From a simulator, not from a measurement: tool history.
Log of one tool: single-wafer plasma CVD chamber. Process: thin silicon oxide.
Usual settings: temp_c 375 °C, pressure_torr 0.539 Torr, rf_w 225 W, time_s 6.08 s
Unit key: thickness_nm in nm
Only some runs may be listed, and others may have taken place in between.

run	hour	temp_c	pressure_torr	rf_w	time_s	wafers since the last listed run	hours since the last thermocouple change	hours since the last RF generator calibration	hours since the last manometer calibration	hours since the showerhead was replaced	hours since the gauge calibration	read-back reference wafer on the same gauge, thickness_nm	thickness_nm
1	0.0	375	0.539	225	6.08	0	381.0	1241.1	1484.1	4707.4	435.4	5.044	6.186
2	80.4	375	0.539	225	6.08	1849	461.4	1321.5	1564.5	4787.8	515.8	5.050	6.206
3	306.9	375	0.539	225	6.08	5211	687.9	1548.0	1791.0	5014.3	742.3	5.075	6.247
4	413.6	375	0.539	225	6.08	2455	794.6	1654.7	1897.7	5121.0	849.0	5.087	6.287
5	506.4	375	0.587	225	6.08	2135	887.4	1747.5	1990.5	5213.8	941.8	5.095	6.805
6	585.7	375	0.539	225	6.08	1824	966.7	1826.8	2069.8	5293.1	1021.1	5.106	6.211
# hour 603.9: thermocouple changed; heater temperature recalibrated
7	685.7	375	0.539	225	6.08	2116	81.8	1926.8	2169.8	5393.1	1121.1	5.108	6.321
# hour 733.7: capacitance manometer re-zeroed and calibrated
# hour 759.2: RF generator calibrated
# hour 765.7: gauge calibrated
8	777.6	370	0.539	185	4.90	1746	173.7	18.4	43.9	5485.0	11.9	4.996	4.541
9	840.0	363	0.539	205	6.97	1435	236.1	80.8	106.3	5547.4	74.3	5.000	6.824
10	879.0	388	0.539	185	4.87	897	275.1	119.8	145.3	5586.4	113.3	5.005	4.451
11	939.4	368	0.411	255	6.73	1389	335.5	180.2	205.7	5646.8	173.7	5.016	5.503
# hour 1079.6: showerhead replaced
12	1253.7	375	0.539	225	6.08	7047	649.8	494.5	520.0	174.1	488.0	5.040	6.209
13	1293.2	369	0.539	190	6.08	908	689.3	534.0	559.5	213.6	527.5	5.050	5.762
14	1363.8	369	0.539	190	6.08	1624	759.9	604.6	630.1	284.2	598.1	5.055	5.759
15	1418.4	375	0.438	225	5.34	1256	814.5	659.2	684.7	338.8	652.7	5.052	4.416

Had the tool no unlogged condition, and each run kept its random variation, what would the results have been?
The tool's hidden condition here consists of: wafer temperature above the value expected at the setpoint (K); delivered RF power above the setpoint (%); true pressure above the setpoint (%); gauge reads high (%).
run	thickness_nm
1	6.108
2	6.118
3	6.131
4	6.158
5	6.653
6	6.064
7	6.159
8	4.527
9	6.795
10	4.429
11	5.469
12	6.133
13	5.687
14	5.676
15	4.347
